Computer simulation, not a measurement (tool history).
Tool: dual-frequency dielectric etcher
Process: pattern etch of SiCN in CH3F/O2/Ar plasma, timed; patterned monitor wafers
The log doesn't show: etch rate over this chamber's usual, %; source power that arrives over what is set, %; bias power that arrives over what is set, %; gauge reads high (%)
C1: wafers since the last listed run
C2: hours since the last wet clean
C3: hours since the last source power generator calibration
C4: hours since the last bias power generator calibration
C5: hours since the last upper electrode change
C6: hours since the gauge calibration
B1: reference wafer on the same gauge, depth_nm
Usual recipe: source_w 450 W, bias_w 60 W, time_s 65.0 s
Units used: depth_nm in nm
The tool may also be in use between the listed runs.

{"run": 1, "hour": 0.0, "source_w": 450, "bias_w": 60, "time_s": 57.5, "C1": 0, "C2": 311.6, "C3": 3996.9, "C4": 3838.1, "C5": 3478.8, "C6": 149.1, "B1": 27.11, "depth_nm": 20.59}
{"run": 2, "hour": 26.9, "source_w": 450, "bias_w": 60, "time_s": 65.0, "C1": 353, "C2": 338.5, "C3": 4023.8, "C4": 3865.0, "C5": 3505.7, "C6": 176.0, "B1": 27.07, "depth_nm": 23.05}
{"run": 3, "hour": 81.7, "source_w": 450, "bias_w": 60, "time_s": 65.0, "C1": 719, "C2": 393.3, "C3": 4078.6, "C4": 3919.8, "C5": 3560.5, "C6": 230.8, "B1": 27.08, "depth_nm": 23.41}
{"run": 4, "hour": 131.7, "source_w": 450, "bias_w": 60, "time_s": 65.0, "C1": 656, "C2": 443.3, "C3": 4128.6, "C4": 3969.8, "C5": 3610.5, "C6": 280.8, "B1": 27.09, "depth_nm": 23.31}
{"run": 5, "hour": 162.7, "source_w": 450, "bias_w": 69, "time_s": 65.0, "C1": 406, "C2": 474.3, "C3": 4159.6, "C4": 4000.8, "C5": 3641.5, "C6": 311.8, "B1": 27.11, "depth_nm": 24.82}
{"hour": 241.0, "done": "wet clean of the chamber"}
{"run": 6, "hour": 241.5, "source_w": 450, "bias_w": 69, "time_s": 65.0, "C1": 719, "C2": 0.5, "C3": 4238.4, "C4": 4079.6, "C5": 3720.3, "C6": 390.6, "B1": 27.04, "depth_nm": 24.63}
{"run": 7, "hour": 279.1, "source_w": 450, "bias_w": 69, "time_s": 65.0, "C1": 493, "C2": 38.1, "C3": 4276.0, "C4": 4117.2, "C5": 3757.9, "C6": 428.2, "B1": 27.09, "depth_nm": 25.04}
{"hour": 325.5, "done": "bias power generator calibrated"}
{"run": 8, "hour": 328.7, "source_w": 450, "bias_w": 73, "time_s": 81.0, "C1": 598, "C2": 87.7, "C3": 4325.6, "C4": 3.2, "C5": 3807.5, "C6": 477.8, "B1": 27.14, "depth_nm": 31.75}
{"run": 9, "hour": 371.0, "source_w": 360, "bias_w": 70, "time_s": 46.0, "C1": 555, "C2": 130.0, "C3": 4367.9, "C4": 45.5, "C5": 3849.8, "C6": 520.1, "B1": 27.08, "depth_nm": 16.49}
{"hour": 398.1, "done": "upper electrode replaced"}
{"run": 10, "hour": 418.3, "source_w": 420, "bias_w": 60, "time_s": 65.0, "C1": 305, "C2": 177.3, "C3": 4415.2, "C4": 92.8, "C5": 20.2, "C6": 567.4, "B1": 27.14, "depth_nm": 22.58}
{"hour": 454.2, "done": "gauge calibrated"}
{"hour": 465.3, "done": "source power generator calibrated"}
{"run": 11, "hour": 476.7, "source_w": 450, "bias_w": 60, "time_s": 65.0, "C1": 714, "C2": 235.7, "C3": 11.4, "C4": 151.2, "C5": 78.6, "C6": 22.5, "B1": 27.08, "depth_nm": 23.48}
{"run": 12, "hour": 523.8, "source_w": 450, "bias_w": 52, "time_s": 65.0, "C1": 618, "C2": 282.8, "C3": 58.5, "C4": 198.3, "C5": 125.7, "C6": 69.6, "B1": 27.11, "depth_nm": 21.55}
{"run": 13, "hour": 584.0, "source_w": 380, "bias_w": 66, "time_s": 52.0, "C1": 790, "C2": 343.0, "C3": 118.7, "C4": 258.5, "C5": 185.9, "C6": 129.8, "B1": 27.1, "depth_nm": 18.41}
{"run": 14, "hour": 620.1, "source_w": 450, "bias_w": 60, "time_s": 65.0, "C1": 473, "C2": 379.1, "C3": 154.8, "C4": 294.6, "C5": 222.0, "C6": 165.9, "B1": 27.14, "depth_nm": 23.26}

5 ways to go on from here, each from the tool as it stands after run 14. What would each give?
{"run": "A", "hour": 620.5, "source_w": 450, "bias_w": 60, "time_s": 65.0, "C1": 5, "C2": 379.5, "C3": 155.2, "C4": 295.0, "C5": 222.4, "C6": 166.3, "B1": "?", "depth_nm": "?"}
{"run": "B", "hour": 620.5, "source_w": 450, "bias_w": 60, "time_s": 58.5, "C1": 5, "C2": 379.5, "C3": 155.2, "C4": 295.0, "C5": 222.4, "C6": 166.3, "B1": "?", "depth_nm": "?"}
{"run": "C", "hour": 620.5, "source_w": 560, "bias_w": 47, "time_s": 51.0, "C1": 5, "C2": 379.5, "C3": 155.2, "C4": 295.0, "C5": 222.4, "C6": 166.3, "B1": "?", "depth_nm": "?"}
{"run": "D", "hour": 620.5, "source_w": 450, "bias_w": 60, "time_s": 76.0, "C1": 5, "C2": 379.5, "C3": 155.2, "C4": 295.0, "C5": 222.4, "C6": 166.3, "B1": "?", "depth_nm": "?"}
{"run": "E", "hour": 620.5, "source_w": 450, "bias_w": 45, "time_s": 48.5, "C1": 5, "C2": 379.5, "C3": 155.2, "C4": 295.0, "C5": 222.4, "C6": 166.3, "B1": "?", "depth_nm": "?"}

run=A B1=27.11 depth_nm=23.12
run=B B1=27.11 depth_nm=20.81
run=C B1=27.11 depth_nm=17.33
run=D B1=27.11 depth_nm=27.03
run=E B1=27.11 depth_nm=15.04
With the hidden condition removed and each run's random variation left untouched, the same runs would have given:
run=A depth_nm=23.12
run=B depth_nm=20.81
run=C depth_nm=17.33
run=D depth_nm=27.03
run=E depth_nm=15.04

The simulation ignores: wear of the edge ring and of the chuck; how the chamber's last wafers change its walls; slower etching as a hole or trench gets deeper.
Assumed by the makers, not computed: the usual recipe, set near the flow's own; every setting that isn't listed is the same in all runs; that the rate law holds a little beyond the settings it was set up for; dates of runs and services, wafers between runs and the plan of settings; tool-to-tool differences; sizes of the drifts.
